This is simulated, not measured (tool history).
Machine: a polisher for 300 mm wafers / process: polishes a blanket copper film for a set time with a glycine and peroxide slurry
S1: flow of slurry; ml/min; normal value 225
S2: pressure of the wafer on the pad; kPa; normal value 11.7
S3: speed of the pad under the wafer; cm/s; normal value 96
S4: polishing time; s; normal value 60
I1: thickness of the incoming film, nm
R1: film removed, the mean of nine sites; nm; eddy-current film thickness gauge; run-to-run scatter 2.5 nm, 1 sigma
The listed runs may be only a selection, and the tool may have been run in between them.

run 1 day=0.000 | S1=225 S2=9.7 S3=96 S4=60 | I1=1229.8 | R1=163.7
run 2 day=1.500 | S1=225 S2=9.7 S3=96 S4=60 | I1=1218.0 | R1=162.2
run 3 day=3.496 | S1=225 S2=14.5 S3=96 S4=60 | I1=1233.4 | R1=220.4
-- day=4.938 worn pad replaced by a new one
run 4 day=6.304 | S1=225 S2=14.5 S3=96 S4=60 | I1=1217.4 | R1=218.4
run 5 day=8.512 | S1=225 S2=14.5 S3=96 S4=60 | I1=1210.2 | R1=216.7
run 6 day=10.629 | S1=225 S2=11.7 S3=96 S4=60 | I1=1214.0 | R1=182.9
-- day=15.146 worn pad replaced by a new one
run 7 day=17.425 | S1=225 S2=11.7 S3=96 S4=60 | I1=1223.7 | R1=180.0
run 8 day=19.754 | S1=225 S2=11.7 S3=96 S4=60 | I1=1210.9 | R1=180.5
-- day=20.567 slurry nozzle cleaned
-- day=20.888 head pressure recalibrated
run 9 day=22.138 | S1=225 S2=11.7 S3=96 S4=66 | I1=1212.3 | R1=217.5
run 10 day=24.025 | S1=225 S2=11.7 S3=96 S4=66 | I1=1226.1 | R1=217.0
-- day=24.267 worn pad replaced by a new one
run 11 day=25.238 | S1=225 S2=11.7 S3=96 S4=50 | I1=1203.6 | R1=162.1
run 12 day=26.388 | S1=225 S2=11.7 S3=96 S4=60 | I1=1202.5 | R1=191.4
run 13 day=28.900 | S1=175 S2=15.2 S3=108 S4=45 | I1=1201.5 | R1=176.9
run 14 day=30.279 | S1=225 S2=11.7 S3=118 S4=60 | I1=1200.9 | R1=223.5
run 15 day=32.858 | S1=300 S2=9.0 S3=96 S4=53 | I1=1239.7 | R1=145.1
-- day=36.017 worn pad replaced by a new one
run 16 day=36.279 | S1=225 S2=11.7 S3=96 S4=60 | I1=1210.8 | R1=188.9
run 17 day=39.258 | S1=225 S2=9.7 S3=96 S4=60 | I1=1199.5 | R1=158.7
run 18 day=40.275 | S1=285 S2=7.6 S3=82 S4=60 | I1=1210.6 | R1=126.9
run 19 day=41.967 | S1=180 S2=8.3 S3=96 S4=60 | I1=1233.5 | R1=136.0
-- day=45.138 worn pad replaced by a new one
run 20 day=45.933 | S1=225 S2=13.1 S3=80 S4=73 | I1=1215.8 | R1=208.9
run 21 day=48.846 | S1=175 S2=11.7 S3=96 S4=60 | I1=1218.0 | R1=172.8
-- day=49.562 slurry nozzle cleaned
run 22 day=51.658 | S1=225 S2=11.7 S3=62 S4=60 | I1=1212.3 | R1=148.3

Predict each of these 3 candidate next runs independently; none follows another, all start after run 22:
run A day=51.675 | S1=225 S2=11.7 S3=96 S4=60 | I1=1223.2 | R1=?
run B day=51.675 | S1=175 S2=9.7 S3=116 S4=60 | I1=1223.2 | R1=?
run C day=51.675 | S1=225 S2=13.1 S3=80 S4=75 | I1=1223.2 | R1=?

run=A R1=198.5
run=B R1=190.0
run=C R1=235.6
Had the tool no hidden state, the same runs would have come out as:
run=A R1=201.2
run=B R1=193.4
run=C R1=238.8

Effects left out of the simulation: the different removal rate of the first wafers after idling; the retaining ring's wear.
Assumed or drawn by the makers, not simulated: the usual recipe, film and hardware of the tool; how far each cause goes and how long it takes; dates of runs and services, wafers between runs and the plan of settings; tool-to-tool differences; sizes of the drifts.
